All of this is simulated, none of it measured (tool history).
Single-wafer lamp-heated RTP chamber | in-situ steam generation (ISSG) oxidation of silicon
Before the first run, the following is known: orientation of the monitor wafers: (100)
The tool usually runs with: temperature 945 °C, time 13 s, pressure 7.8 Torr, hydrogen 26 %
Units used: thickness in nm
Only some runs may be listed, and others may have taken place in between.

| run | hour | temperature | time | pressure | hydrogen | read-back reference wafer on the same gauge, thickness | thickness |
|---|---|---|---|---|---|---|---|
| 1 | 0 | 945 | 13 | 8.5 | 26 | 4.573 | 4.213 |
| 2 | 142.2 | 933 | 16 | 7.8 | 26 | 4.575 | 4.457 |
| 3 | 198.6 | 945 | 12 | 7.8 | 26 | 4.573 | 4.148 |
| 4 | 233.2 | 945 | 12 | 7.8 | 26 | 4.573 | 4.149 |
| 5 | 288.1 | 945 | 12 | 7.8 | 26 | 4.565 | 4.143 |
| 6 | 323.8 | 945 | 9 | 7.8 | 26 | 4.563 | 3.748 |
| 7 | 358.2 | 945 | 9 | 7.8 | 26 | 4.566 | 3.742 |
|  | 412 | pyrometer window cleaned and pyrometer calibrated |
| 8 | 418.9 | 945 | 13 | 7.8 | 26 | 4.568 | 4.238 |
| 9 | 567.2 | 945 | 13 | 7.8 | 26 | 4.568 | 4.265 |
| 10 | 623 | 945 | 13 | 9 | 26 | 4.567 | 4.227 |
| 11 | 690.5 | 945 | 13 | 9 | 26 | 4.571 | 4.217 |
| 12 | 729.9 | 945 | 13 | 9 | 26 | 4.572 | 4.23 |
|  | 787.1 | pyrometer window cleaned and pyrometer calibrated |
| 13 | 847 | 945 | 13 | 7.8 | 26 | 4.574 | 4.248 |
|  | 962.2 | hydrogen flow controller replaced |
| 14 | 1009.7 | 945 | 13 | 7.8 | 26 | 4.571 | 4.208 |
| 15 | 1059.1 | 945 | 13 | 6.9 | 26 | 4.572 | 4.209 |
| 16 | 1125.3 | 945 | 13 | 6.9 | 26 | 4.568 | 4.211 |
|  | 1158 | gauge calibrated |
|  | 1179.8 | pyrometer window cleaned and pyrometer calibrated |
| 17 | 1189.9 | 945 | 13 | 7.8 | 26 | 4.569 | 4.183 |
| 18 | 1232.7 | 955 | 18 | 6.9 | 23 | 4.571 | 4.708 |
| 19 | 1301.8 | 945 | 13 | 7.8 | 26 | 4.571 | 4.213 |
|  | 1365.3 | pressure gauge zeroed |
| 20 | 1488.3 | 945 | 13 | 8.3 | 30 | 4.571 | 4.392 |
| 21 | 1540.9 | 945 | 13 | 6.9 | 30 | 4.57 | 4.413 |
|  | 1595.2 | pyrometer window cleaned and pyrometer calibrated |
| 22 | 1595.7 | 926 | 13 | 9 | 26 | 4.568 | 3.962 |
| 23 | 1629.2 | 958 | 13 | 7.8 | 19 | 4.573 | 4.015 |
| 24 | 1688.5 | 956 | 18 | 8.4 | 26 | 4.573 | 4.912 |
| 25 | 1737.5 | 945 | 10 | 6.9 | 26 | 4.572 | 3.835 |
| 26 | 1843.2 | 945 | 17 | 8.7 | 32 | 4.569 | 4.921 |
| 27 | 1892.8 | 945 | 13 | 7.8 | 26 | 4.566 | 4.245 |
| 28 | 1917 | 945 | 13 | 7.8 | 26 | 4.571 | 4.254 |
| 29 | 1963.3 | 945 | 16 | 7.8 | 26 | 4.569 | 4.596 |
| 30 | 1989 | 945 | 13 | 7.8 | 26 | 4.573 | 4.239 |

For some of the steps in thickness from one run to the next: how much would appear even if the tool had no hidden state, given the settings, what came in and random variation, and how much remains for the hidden state plus any gauge scatter that the measured result and the result without hidden state don't share?
The hidden state here: true wafer temperature minus pyrometer reading, K; true pressure minus gauge reading, Torr; deviation of the hydrogen flow from its setpoint, %; gauge reads high (%).
Run 13 -> 14: hydrogen flow controller replaced. thickness -0.04 nm: hidden state -0.043, all else +0.003.
Run 16 -> 17: pressure 6.9 -> 7.8, gauge calibrated, pyrometer window cleaned and pyrometer calibrated. thickness -0.028 nm: hidden state -0.039, all else +0.011.
Run 21 -> 22: temperature 945 -> 926, pressure 6.9 -> 9, hydrogen 30 -> 26, pyrometer window cleaned and pyrometer calibrated. thickness -0.451 nm: hidden state -0.044, all else -0.407.
Run 23 -> 24: temperature 958 -> 956, time 13 -> 18, pressure 7.8 -> 8.4, hydrogen 19 -> 26. thickness +0.897 nm: hidden state +0.027, all else +0.87.
Run 24 -> 25: temperature 956 -> 945, time 18 -> 10, pressure 8.4 -> 6.9. thickness -1.077 nm: hidden state -0.011, all else -1.066.
Run 25 -> 26: time 10 -> 17, pressure 6.9 -> 8.7, hydrogen 26 -> 32. thickness +1.086 nm: hidden state +0.034, all else +1.052.
